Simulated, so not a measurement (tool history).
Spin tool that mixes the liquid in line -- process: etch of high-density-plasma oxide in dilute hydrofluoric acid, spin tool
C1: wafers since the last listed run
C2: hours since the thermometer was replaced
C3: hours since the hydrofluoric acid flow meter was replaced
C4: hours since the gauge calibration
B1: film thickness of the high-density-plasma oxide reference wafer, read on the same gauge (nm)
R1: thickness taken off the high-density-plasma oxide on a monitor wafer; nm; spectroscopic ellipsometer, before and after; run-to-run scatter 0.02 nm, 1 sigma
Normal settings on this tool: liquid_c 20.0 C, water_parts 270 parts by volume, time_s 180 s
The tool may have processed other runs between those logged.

{"run": 1, "hour": 0.0, "liquid_c": 20.0, "water_parts": 270, "time_s": 180, "C1": 0, "C2": 1880.8, "C3": 2071.1, "C4": 98.3, "B1": 109.999, "R1": 2.902}
{"run": 2, "hour": 15.0, "liquid_c": 20.0, "water_parts": 270, "time_s": 180, "C1": 135, "C2": 1895.8, "C3": 2086.1, "C4": 113.3, "B1": 109.999, "R1": 2.923}
{"run": 3, "hour": 31.1, "liquid_c": 20.0, "water_parts": 270, "time_s": 180, "C1": 144, "C2": 1911.9, "C3": 2102.2, "C4": 129.4, "B1": 110.016, "R1": 2.893}
{"run": 4, "hour": 41.2, "liquid_c": 20.0, "water_parts": 270, "time_s": 180, "C1": 90, "C2": 1922.0, "C3": 2112.3, "C4": 139.5, "B1": 109.986, "R1": 2.874}
{"run": 5, "hour": 49.7, "liquid_c": 20.0, "water_parts": 270, "time_s": 180, "C1": 76, "C2": 1930.5, "C3": 2120.8, "C4": 148.0, "B1": 109.989, "R1": 2.874}
{"run": 6, "hour": 102.4, "liquid_c": 20.0, "water_parts": 245, "time_s": 180, "C1": 474, "C2": 1983.2, "C3": 2173.5, "C4": 200.7, "B1": 110.002, "R1": 3.248}
{"run": 7, "hour": 110.4, "liquid_c": 20.0, "water_parts": 245, "time_s": 180, "C1": 72, "C2": 1991.2, "C3": 2181.5, "C4": 208.7, "B1": 109.984, "R1": 3.295}
{"hour": 119.5, "done": "thermometer replaced"}
{"run": 8, "hour": 121.8, "liquid_c": 20.0, "water_parts": 245, "time_s": 180, "C1": 93, "C2": 2.3, "C3": 2192.9, "C4": 220.1, "B1": 109.998, "R1": 3.31}
{"hour": 124.5, "done": "gauge calibrated"}
{"run": 9, "hour": 135.9, "liquid_c": 20.0, "water_parts": 270, "time_s": 180, "C1": 126, "C2": 16.4, "C3": 2207.0, "C4": 11.4, "B1": 109.995, "R1": 2.856}
{"run": 10, "hour": 145.4, "liquid_c": 20.0, "water_parts": 355, "time_s": 180, "C1": 85, "C2": 25.9, "C3": 2216.5, "C4": 20.9, "B1": 110.007, "R1": 2.04}
{"hour": 150.1, "done": "hydrofluoric acid flow meter replaced"}
{"run": 11, "hour": 159.7, "liquid_c": 20.0, "water_parts": 270, "time_s": 130, "C1": 119, "C2": 40.2, "C3": 9.6, "C4": 35.2, "B1": 109.996, "R1": 2.068}
{"run": 12, "hour": 168.6, "liquid_c": 24.0, "water_parts": 225, "time_s": 180, "C1": 80, "C2": 49.1, "C3": 18.5, "C4": 44.1, "B1": 110.006, "R1": 4.244}
{"run": 13, "hour": 177.5, "liquid_c": 20.0, "water_parts": 140, "time_s": 75, "C1": 80, "C2": 58.0, "C3": 27.4, "C4": 53.0, "B1": 109.98, "R1": 2.64}
{"run": 14, "hour": 184.9, "liquid_c": 17.0, "water_parts": 270, "time_s": 270, "C1": 66, "C2": 65.4, "C3": 34.8, "C4": 60.4, "B1": 110.001, "R1": 3.924}
{"run": 15, "hour": 199.9, "liquid_c": 20.0, "water_parts": 140, "time_s": 180, "C1": 135, "C2": 80.4, "C3": 49.8, "C4": 75.4, "B1": 110.001, "R1": 6.331}
{"run": 16, "hour": 215.5, "liquid_c": 20.0, "water_parts": 270, "time_s": 180, "C1": 140, "C2": 96.0, "C3": 65.4, "C4": 91.0, "B1": 109.981, "R1": 2.903}
{"run": 17, "hour": 223.4, "liquid_c": 20.0, "water_parts": 150, "time_s": 105, "C1": 71, "C2": 103.9, "C3": 73.3, "C4": 98.9, "B1": 110.001, "R1": 3.431}
{"run": 18, "hour": 233.9, "liquid_c": 23.5, "water_parts": 270, "time_s": 115, "C1": 94, "C2": 114.4, "C3": 83.8, "C4": 109.4, "B1": 109.984, "R1": 2.12}
{"run": 19, "hour": 244.2, "liquid_c": 20.0, "water_parts": 270, "time_s": 180, "C1": 92, "C2": 124.7, "C3": 94.1, "C4": 119.7, "B1": 109.997, "R1": 2.924}
{"run": 20, "hour": 252.8, "liquid_c": 24.0, "water_parts": 320, "time_s": 225, "C1": 77, "C2": 133.3, "C3": 102.7, "C4": 128.3, "B1": 110.011, "R1": 3.383}
{"run": 21, "hour": 267.2, "liquid_c": 20.0, "water_parts": 270, "time_s": 180, "C1": 129, "C2": 147.7, "C3": 117.1, "C4": 142.7, "B1": 110.003, "R1": 2.932}

Describe how what the log doesn't record of the tool's condition differs between the last listed run preceding each entry between runs and the first listed run following it.
Run 7 -> run 8: thermometer replaced (hour 119.5)
  no difference in the tool's unlogged condition between these two runs
Run 8 -> run 9: gauge calibrated (hour 124.5)
  no difference in the tool's unlogged condition between these two runs
Run 10 -> run 11: hydrofluoric acid flow meter replaced (hour 150.1)
  no difference in the tool's unlogged condition between these two runs
